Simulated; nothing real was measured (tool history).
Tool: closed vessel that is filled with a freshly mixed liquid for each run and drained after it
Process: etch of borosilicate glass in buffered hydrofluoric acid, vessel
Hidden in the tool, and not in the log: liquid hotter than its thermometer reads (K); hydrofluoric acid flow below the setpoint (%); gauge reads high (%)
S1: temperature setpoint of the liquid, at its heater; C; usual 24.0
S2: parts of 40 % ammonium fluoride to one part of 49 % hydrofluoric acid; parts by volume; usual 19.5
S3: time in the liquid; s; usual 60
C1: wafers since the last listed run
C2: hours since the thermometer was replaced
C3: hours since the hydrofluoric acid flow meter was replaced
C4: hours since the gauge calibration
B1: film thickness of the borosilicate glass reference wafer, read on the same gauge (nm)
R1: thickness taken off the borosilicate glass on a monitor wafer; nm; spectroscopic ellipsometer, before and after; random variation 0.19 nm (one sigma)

run     day    S1    S2  S3    C1      C2     C3     C4      B1     R1
  1   0.000  24.0  19.5  60     0  1841.2  109.1  604.4  139.98  41.67
  2   0.667  24.0  19.5  60  1761  1857.2  125.1  620.4  139.95  42.26
  3   1.279  24.0  21.5  60  1618  1871.9  139.8  635.1  139.97  38.91
  4   1.846  24.0  21.5  60  1497  1885.5  153.4  648.7  140.00  39.02
  5   3.312  24.0  21.5  60  3875  1920.7  188.6  683.9  140.00  38.90
  6   4.567  24.0  19.5  60  3314  1950.8  218.7  714.0  140.00  42.15
  7   5.892  24.0  19.5  60  3501  1982.6  250.5  745.8  139.98  42.01
  8   6.821  25.0  19.5  60  2455  2004.9  272.8  768.1  140.00  43.98
      7.667  -- gauge calibrated
  9   7.688  25.0  19.5  60  2290  2025.7  293.6    0.5  140.01  44.27
 10   8.808  25.0  19.5  60  2961  2052.6  320.5   27.4  139.98  44.07
 11  10.192  21.5  15.0  60  3655  2085.8  353.7   60.6  140.01  47.41
 12  11.154  21.5  15.0  60  2543  2108.9  376.8   83.7  140.01  47.51
 13  11.721  21.5  15.0  60  1497  2122.5  390.4   97.3  140.02  47.28
 14  12.367  27.0  15.5  60  1706  2138.0  405.9  112.8  139.99  62.48
 15  13.329  20.5  19.5  60  2543  2161.1  429.0  135.9  140.00  34.96
 16  14.167  27.5  16.5  85  2213  2181.2  449.1  156.0  140.02  84.27
 17  14.967  20.5  22.5  90  2114  2200.4  468.3  175.2  140.00  46.87
     15.471  -- hydrofluoric acid flow meter replaced
 18  15.954  22.5  25.0  75  2499  2224.1   11.6  198.9  140.02  40.65
 19  16.833  24.0  19.5  60  2323  2245.2   32.7  220.0  139.99  42.12
 20  17.629  24.0  19.5  60  2103  2264.3   51.8  239.1  139.98  42.07
     18.208  -- thermometer replaced
 21  18.417  24.0  26.0  35  1970     5.0   70.7  258.0  140.02  20.00
 22  19.546  24.0  19.5  60  2983    32.1   97.8  285.1  139.97  42.21
 23  20.779  24.0  19.5  50  3259    61.7  127.4  314.7  140.04  35.10
 24  21.550  24.0  19.5  60  2037    80.2  145.9  333.2  140.01  41.97
 25  22.642  28.0  19.5  30  2884   106.4  172.1  359.4  139.98  25.89
 26  23.875  20.5  19.5  50  3259   136.0  201.7  389.0  139.98  29.14
 27  24.517  27.5  16.0  50  1695   151.4  217.1  404.4  140.00  50.92
 28  25.233  28.0  12.0  60  1893   168.6  234.3  421.6  139.99  84.51
 29  25.904  24.0  19.5  60  1772   184.7  250.4  437.7  140.00  42.01
 30  27.104  21.5  19.5  40  3171   213.5  279.2  466.5  140.02  24.46
 31  28.067  27.5  19.5  75  2543   236.6  302.3  489.6  140.00  63.39
 32  28.617  24.0  19.5  60  1453   249.8  315.5  502.8  140.00  42.18

Forecast each of these 5 alternatives for the next run:
  A  28.646  24.0  19.5  60  77  250.5  316.2  503.5   ?   ?
  B  28.646  27.0  25.0  45  77  250.5  316.2  503.5   ?   ?
  C  28.646  24.0  19.5  90  77  250.5  316.2  503.5   ?   ?
  D  28.646  24.0  14.5  30  77  250.5  316.2  503.5   ?   ?
  E  28.646  19.0  27.0  60  77  250.5  316.2  503.5   ?   ?

run      B1     R1
  A  139.98  41.98
  B  139.98  30.90
  C  139.98  62.98
  D  139.98  28.16
  E  139.98  25.28
Without the tool's hidden state the same runs would have given:
run     R1
  A  41.98
  B  30.90
  C  62.98
  D  28.16
  E  25.28
